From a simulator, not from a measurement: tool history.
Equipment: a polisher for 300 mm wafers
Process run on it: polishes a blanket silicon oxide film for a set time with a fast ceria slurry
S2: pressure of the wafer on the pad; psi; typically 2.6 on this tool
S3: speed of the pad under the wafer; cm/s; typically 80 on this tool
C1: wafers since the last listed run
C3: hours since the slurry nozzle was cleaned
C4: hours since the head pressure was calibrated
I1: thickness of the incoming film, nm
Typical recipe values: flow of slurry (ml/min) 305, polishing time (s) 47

{"run": 1, "hour": 0.0, "flow of slurry (ml/min)": 270, "S2": 2.6, "S3": 80, "polishing time (s)": 47, "C1": 0, "wafers polished on this pad": 803, "C3": 552.6, "C4": 1094.3, "I1": 1551.6, "film removed (nm)": 544.1}
{"run": 2, "hour": 32.1, "flow of slurry (ml/min)": 270, "S2": 2.6, "S3": 80, "polishing time (s)": 47, "C1": 494, "wafers polished on this pad": 1297, "C3": 584.7, "C4": 1126.4, "I1": 1557.1, "film removed (nm)": 524.9}
{"hour": 43.7, "done": "worn pad replaced by a new one"}
{"run": 3, "hour": 65.8, "flow of slurry (ml/min)": 270, "S2": 2.6, "S3": 80, "polishing time (s)": 47, "C1": 457, "wafers polished on this pad": 340, "C3": 618.4, "C4": 1160.1, "I1": 1552.3, "film removed (nm)": 564.3}
{"run": 4, "hour": 98.6, "flow of slurry (ml/min)": 390, "S2": 2.6, "S3": 60, "polishing time (s)": 47, "C1": 505, "wafers polished on this pad": 846, "C3": 651.2, "C4": 1192.9, "I1": 1568.5, "film removed (nm)": 450.1}
{"run": 5, "hour": 128.5, "flow of slurry (ml/min)": 390, "S2": 2.6, "S3": 60, "polishing time (s)": 47, "C1": 460, "wafers polished on this pad": 1307, "C3": 681.1, "C4": 1222.8, "I1": 1542.5, "film removed (nm)": 437.2}
{"hour": 141.6, "done": "worn pad replaced by a new one"}
{"run": 6, "hour": 146.3, "flow of slurry (ml/min)": 390, "S2": 2.6, "S3": 60, "polishing time (s)": 47, "C1": 212, "wafers polished on this pad": 71, "C3": 698.9, "C4": 1240.6, "I1": 1560.2, "film removed (nm)": 468.7}
{"run": 7, "hour": 163.0, "flow of slurry (ml/min)": 305, "S2": 2.6, "S3": 80, "polishing time (s)": 47, "C1": 257, "wafers polished on this pad": 329, "C3": 715.6, "C4": 1257.3, "I1": 1534.9, "film removed (nm)": 563.2}
{"run": 8, "hour": 177.2, "flow of slurry (ml/min)": 305, "S2": 2.6, "S3": 80, "polishing time (s)": 47, "C1": 218, "wafers polished on this pad": 548, "C3": 729.8, "C4": 1271.5, "I1": 1563.5, "film removed (nm)": 550}
{"hour": 199.4, "done": "head pressure recalibrated"}
{"run": 9, "hour": 209.4, "flow of slurry (ml/min)": 305, "S2": 2.6, "S3": 80, "polishing time (s)": 47, "C1": 465, "wafers polished on this pad": 1013, "C3": 762, "C4": 10, "I1": 1550, "film removed (nm)": 537.2}
{"run": 10, "hour": 228.3, "flow of slurry (ml/min)": 305, "S2": 2.6, "S3": 80, "polishing time (s)": 47, "C1": 291, "wafers polished on this pad": 1305, "C3": 780.9, "C4": 28.9, "I1": 1540.4, "film removed (nm)": 524.1}
{"hour": 263.9, "done": "worn pad replaced by a new one"}
{"run": 11, "hour": 281.6, "flow of slurry (ml/min)": 305, "S2": 2.6, "S3": 80, "polishing time (s)": 47, "C1": 760, "wafers polished on this pad": 272, "C3": 834.2, "C4": 82.2, "I1": 1565.2, "film removed (nm)": 560.2}
{"run": 12, "hour": 298.6, "flow of slurry (ml/min)": 305, "S2": 2.2, "S3": 104, "polishing time (s)": 35, "C1": 262, "wafers polished on this pad": 534, "C3": 851.2, "C4": 99.2, "I1": 1539.1, "film removed (nm)": 439.5}
{"run": 13, "hour": 321.5, "flow of slurry (ml/min)": 305, "S2": 3.5, "S3": 80, "polishing time (s)": 58, "C1": 353, "wafers polished on this pad": 887, "C3": 874.1, "C4": 122.1, "I1": 1576.5, "film removed (nm)": 881.9}
{"hour": 335.9, "done": "slurry nozzle cleaned"}
{"run": 14, "hour": 348.2, "flow of slurry (ml/min)": 305, "S2": 3.1, "S3": 80, "polishing time (s)": 62, "C1": 396, "wafers polished on this pad": 1284, "C3": 12.3, "C4": 148.8, "I1": 1594.3, "film removed (nm)": 893.7}
{"run": 15, "hour": 373.7, "flow of slurry (ml/min)": 305, "S2": 2.6, "S3": 80, "polishing time (s)": 39, "C1": 393, "wafers polished on this pad": 1677, "C3": 37.8, "C4": 174.3, "I1": 1559.2, "film removed (nm)": 451.2}
{"hour": 390.8, "done": "worn pad replaced by a new one"}
{"run": 16, "hour": 397.2, "flow of slurry (ml/min)": 305, "S2": 2.6, "S3": 80, "polishing time (s)": 47, "C1": 300, "wafers polished on this pad": 98, "C3": 61.3, "C4": 197.8, "I1": 1564.1, "film removed (nm)": 606.9}
{"run": 17, "hour": 422.8, "flow of slurry (ml/min)": 395, "S2": 2.2, "S3": 80, "polishing time (s)": 47, "C1": 394, "wafers polished on this pad": 493, "C3": 86.9, "C4": 223.4, "I1": 1553.3, "film removed (nm)": 507.7}
{"run": 18, "hour": 441.1, "flow of slurry (ml/min)": 360, "S2": 2.6, "S3": 90, "polishing time (s)": 47, "C1": 282, "wafers polished on this pad": 775, "C3": 105.2, "C4": 241.7, "I1": 1539.2, "film removed (nm)": 652.8}
{"run": 19, "hour": 460.3, "flow of slurry (ml/min)": 305, "S2": 3.1, "S3": 80, "polishing time (s)": 62, "C1": 296, "wafers polished on this pad": 1071, "C3": 124.4, "C4": 260.9, "I1": 1564.1, "film removed (nm)": 899.8}
{"run": 20, "hour": 481.1, "flow of slurry (ml/min)": 305, "S2": 2.6, "S3": 80, "polishing time (s)": 47, "C1": 320, "wafers polished on this pad": 1392, "C3": 145.2, "C4": 281.7, "I1": 1581.4, "film removed (nm)": 559.8}
{"hour": 510.8, "done": "worn pad replaced by a new one"}
{"run": 21, "hour": 511.3, "flow of slurry (ml/min)": 305, "S2": 2.6, "S3": 80, "polishing time (s)": 47, "C1": 403, "wafers polished on this pad": 7, "C3": 175.4, "C4": 311.9, "I1": 1564.5, "film removed (nm)": 604.1}
{"run": 22, "hour": 545.6, "flow of slurry (ml/min)": 305, "S2": 3.3, "S3": 80, "polishing time (s)": 56, "C1": 528, "wafers polished on this pad": 536, "C3": 209.7, "C4": 346.2, "I1": 1551.5, "film removed (nm)": 879.5}
{"run": 23, "hour": 561.8, "flow of slurry (ml/min)": 305, "S2": 2.6, "S3": 80, "polishing time (s)": 47, "C1": 249, "wafers polished on this pad": 785, "C3": 225.9, "C4": 362.4, "I1": 1568.7, "film removed (nm)": 577.2}

Each row is a separate what-if for the run after 23, all from the same tool condition, not one after another. Results?
{"run": "A", "hour": 562.2, "flow of slurry (ml/min)": 305, "S2": 2.6, "S3": 80, "polishing time (s)": 47, "C1": 6, "wafers polished on this pad": 792, "C3": 226.3, "C4": 362.8, "I1": 1564.1, "film removed (nm)": "?"}
{"run": "B", "hour": 562.2, "flow of slurry (ml/min)": 305, "S2": 2.1, "S3": 80, "polishing time (s)": 47, "C1": 6, "wafers polished on this pad": 792, "C3": 226.3, "C4": 362.8, "I1": 1564.1, "film removed (nm)": "?"}
{"run": "C", "hour": 562.2, "flow of slurry (ml/min)": 305, "S2": 2.9, "S3": 80, "polishing time (s)": 47, "C1": 6, "wafers polished on this pad": 792, "C3": 226.3, "C4": 362.8, "I1": 1564.1, "film removed (nm)": "?"}
{"run": "D", "hour": 562.2, "flow of slurry (ml/min)": 275, "S2": 2.3, "S3": 108, "polishing time (s)": 37, "C1": 6, "wafers polished on this pad": 792, "C3": 226.3, "C4": 362.8, "I1": 1564.1, "film removed (nm)": "?"}

run=A film_removed_(nm)=572.7
run=B film_removed_(nm)=462.6
run=C film_removed_(nm)=638.8
run=D film_removed_(nm)=513.2
What these runs would have given with no unlogged condition in the tool:
run=A film_removed_(nm)=617.1
run=B film_removed_(nm)=498.4
run=C film_removed_(nm)=688.3
run=D film_removed_(nm)=553.8

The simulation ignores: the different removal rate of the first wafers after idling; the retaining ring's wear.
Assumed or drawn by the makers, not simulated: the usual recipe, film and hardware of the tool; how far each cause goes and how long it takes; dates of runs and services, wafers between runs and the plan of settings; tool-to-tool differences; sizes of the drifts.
